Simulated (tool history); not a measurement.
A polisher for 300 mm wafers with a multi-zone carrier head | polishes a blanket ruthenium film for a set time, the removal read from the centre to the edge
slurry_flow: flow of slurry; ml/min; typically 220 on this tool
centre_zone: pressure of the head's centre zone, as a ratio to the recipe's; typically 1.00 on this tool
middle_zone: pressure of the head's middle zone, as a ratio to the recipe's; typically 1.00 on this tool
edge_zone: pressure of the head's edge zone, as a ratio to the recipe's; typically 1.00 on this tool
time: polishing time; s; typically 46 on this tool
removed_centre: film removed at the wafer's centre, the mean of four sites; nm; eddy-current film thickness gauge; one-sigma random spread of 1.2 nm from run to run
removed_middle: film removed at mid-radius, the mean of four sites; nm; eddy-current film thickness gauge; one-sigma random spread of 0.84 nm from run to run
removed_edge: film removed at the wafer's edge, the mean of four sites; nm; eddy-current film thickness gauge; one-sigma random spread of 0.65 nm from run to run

| run | hour | slurry_flow | centre_zone | middle_zone | edge_zone | time | incoming thickness of the incoming film, nm | removed_centre | removed_middle | removed_edge |
|---|---|---|---|---|---|---|---|---|---|---|
| 1 | 0.0 | 220 | 0.91 | 0.92 | 1.00 | 46 | 306.3 | 72.0 | 76.6 | 79.2 |
| 2 | 52.2 | 220 | 0.91 | 0.92 | 1.00 | 46 | 309.6 | 69.9 | 74.4 | 79.6 |
| 3 | 122.2 | 220 | 1.00 | 1.00 | 1.00 | 46 | 315.0 | 79.3 | 80.8 | 81.0 |
|  | 133.6 | slurry nozzle cleaned |
| 4 | 169.4 | 220 | 1.00 | 1.00 | 1.00 | 46 | 309.7 | 77.5 | 81.6 | 79.7 |
| 5 | 227.1 | 220 | 1.00 | 1.00 | 1.00 | 46 | 312.5 | 75.5 | 81.4 | 79.6 |
|  | 249.4 | worn pad replaced by a new one |
| 6 | 333.0 | 220 | 1.00 | 1.00 | 1.00 | 46 | 312.4 | 74.5 | 80.9 | 79.6 |
|  | 405.5 | edge zone pressure recalibrated |
| 7 | 407.9 | 220 | 1.00 | 1.00 | 1.00 | 46 | 307.3 | 74.8 | 81.2 | 80.6 |
| 8 | 502.7 | 220 | 1.00 | 1.00 | 1.00 | 46 | 309.8 | 73.1 | 79.5 | 79.8 |
|  | 521.3 | slurry nozzle cleaned |
|  | 573.6 | worn pad replaced by a new one |
| 9 | 592.9 | 220 | 1.00 | 1.00 | 1.00 | 46 | 311.1 | 72.6 | 80.2 | 80.6 |
| 10 | 691.1 | 220 | 1.00 | 1.00 | 1.00 | 36 | 316.5 | 56.2 | 62.5 | 62.9 |
| 11 | 748.5 | 220 | 1.00 | 1.00 | 1.00 | 46 | 309.0 | 71.6 | 80.5 | 80.6 |
|  | 767.3 | carrier head's membrane replaced by a new one |
| 12 | 811.9 | 255 | 1.00 | 1.07 | 1.00 | 46 | 314.2 | 72.1 | 87.6 | 81.0 |
| 13 | 878.5 | 195 | 1.00 | 1.07 | 1.00 | 54 | 306.2 | 79.0 | 98.1 | 93.8 |
|  | 886.5 | edge zone pressure recalibrated |
|  | 905.7 | worn pad replaced by a new one |
|  | 954.9 | centre zone pressure recalibrated |
|  | 985.5 | slurry nozzle cleaned |
| 14 | 1155.4 | 150 | 1.00 | 1.00 | 1.05 | 46 | 311.3 | 71.2 | 76.8 | 78.9 |
|  | 1249.1 | worn pad replaced by a new one |
|  | 1367.0 | edge zone pressure recalibrated |
|  | 1387.3 | slurry nozzle cleaned |
| 15 | 1441.5 | 220 | 1.00 | 1.00 | 1.00 | 46 | 309.4 | 73.5 | 78.9 | 79.5 |
| 16 | 1537.2 | 275 | 1.00 | 1.00 | 1.00 | 46 | 307.5 | 75.5 | 81.4 | 82.1 |
|  | 1608.1 | worn pad replaced by a new one |
| 17 | 1608.6 | 220 | 1.00 | 1.00 | 1.00 | 46 | 309.7 | 70.9 | 80.2 | 80.0 |
| 18 | 1687.2 | 220 | 1.00 | 1.09 | 0.95 | 51 | 312.0 | 79.4 | 95.7 | 87.2 |
| 19 | 1752.2 | 220 | 1.11 | 1.00 | 1.10 | 46 | 312.3 | 79.2 | 79.5 | 84.8 |

Hidden state, per run?
removal rate lost through wear of the pad, %: 0 in every run
slurry flow missing at the pad, %: 0 in every run
deviation of the edge zone's pressure from its setpoint, %: 0 in every run
H1: deviation of the centre zone's pressure from its setpoint, %
| run | H1 |
|---|---|
| 1 | -0.262 |
| 2 | -0.953 |
| 3 | -1.88 |
| 4 | -2.5 |
| 5 | -3.27 |
| 6 | -4.67 |
| 7 | -5.66 |
| 8 | -6.92 |
| 9 | -8.11 |
| 10 | -9.41 |
| 11 | -10.2 |
| 12 | -11 |
| 13 | -11.9 |
| 14 | -2 |
| 15 | -5.79 |
| 16 | -7.06 |
| 17 | -8 |
| 18 | -9.05 |
| 19 | -9.91 |
